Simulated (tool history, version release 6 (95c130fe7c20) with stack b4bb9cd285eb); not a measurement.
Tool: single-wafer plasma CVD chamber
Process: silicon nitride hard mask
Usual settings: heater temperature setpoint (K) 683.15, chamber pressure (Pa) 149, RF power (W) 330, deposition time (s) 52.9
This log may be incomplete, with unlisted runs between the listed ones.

run	hour	heater temperature setpoint (K)	chamber pressure (Pa)	RF power (W)	deposition time (s)	read-back reference wafer on the same gauge, thickness_nm	mean film thickness on the monitor wafer (angstrom)
1	0	683.15	149	330	52.9	46.109	507.73
# hour 2.8: gauge calibrated
2	12.9	683.15	149	330	52.9	46.104	507.46
3	30.3	683.15	149	330	52.9	46.126	509.86
4	41.5	690.15	149	330	57.8	46.119	556.01
5	49.8	690.15	149	330	57.8	46.088	556.4
6	61.8	683.15	149	330	52.9	46.11	509.9
7	77.2	683.15	149	330	52.9	46.096	508.19
8	89.5	683.15	149	330	52.9	46.127	510.75
9	95.9	683.15	149	330	52.9	46.117	510.62
10	102.5	683.15	149	330	52.9	46.094	509.55
11	118.7	677.15	149	330	52.9	46.116	511.54
# hour 131.9: RF generator calibrated
12	132.4	683.15	149	330	52.9	46.092	487.69
13	142.1	683.15	149	330	52.9	46.104	488.36
14	160	683.15	149	330	52.9	46.129	485.75
# hour 173.9: showerhead replaced
# hour 177.9: RF generator calibrated, repeated, since the last time left the tool worse
# hour 180.1: thermocouple changed; heater temperature recalibrated
15	180.6	687.15	183	360	56.5	46.093	649.34
16	184.6	693.15	127	310	48.8	46.096	435.75
17	201.7	683.15	149	330	52.9	46.088	529.18
18	211.3	683.15	149	330	52.9	46.122	529.53
# hour 214.9: gauge calibrated
# hour 228.9: capacitance manometer re-zeroed and calibrated
19	229.4	683.15	117	330	48.3	46.112	441.79
20	236.9	683.15	149	330	52.9	46.105	529.13
21	245.4	676.15	163	295	58.1	46.078	542.49
22	261.2	689.15	149	360	60.9	46.114	647.4
23	269.6	679.15	149	330	52.9	46.102	528.79
24	282	683.15	149	300	43.5	46.124	397.35
25	291.8	683.15	177	330	45.6	46.094	479.26
26	304.6	675.15	133	285	57.6	46.098	484.44

Here are 3 independent what-if runs from the current tool condition. What would each one return?
A	305	683.15	149	330	52.9	?	?
B	305	678.15	149	350	52.9	?	?
C	305	677.15	159	290	45.2	?	?

run	read-back reference wafer on the same gauge, thickness_nm	mean film thickness on the monitor wafer (angstrom)
A	46.063	525.4
B	46.063	552.08
C	46.063	410.52
What these runs would have given with no unlogged condition in the tool:
run	mean film thickness on the monitor wafer (angstrom)
A	533.89
B	560.6
C	417.38
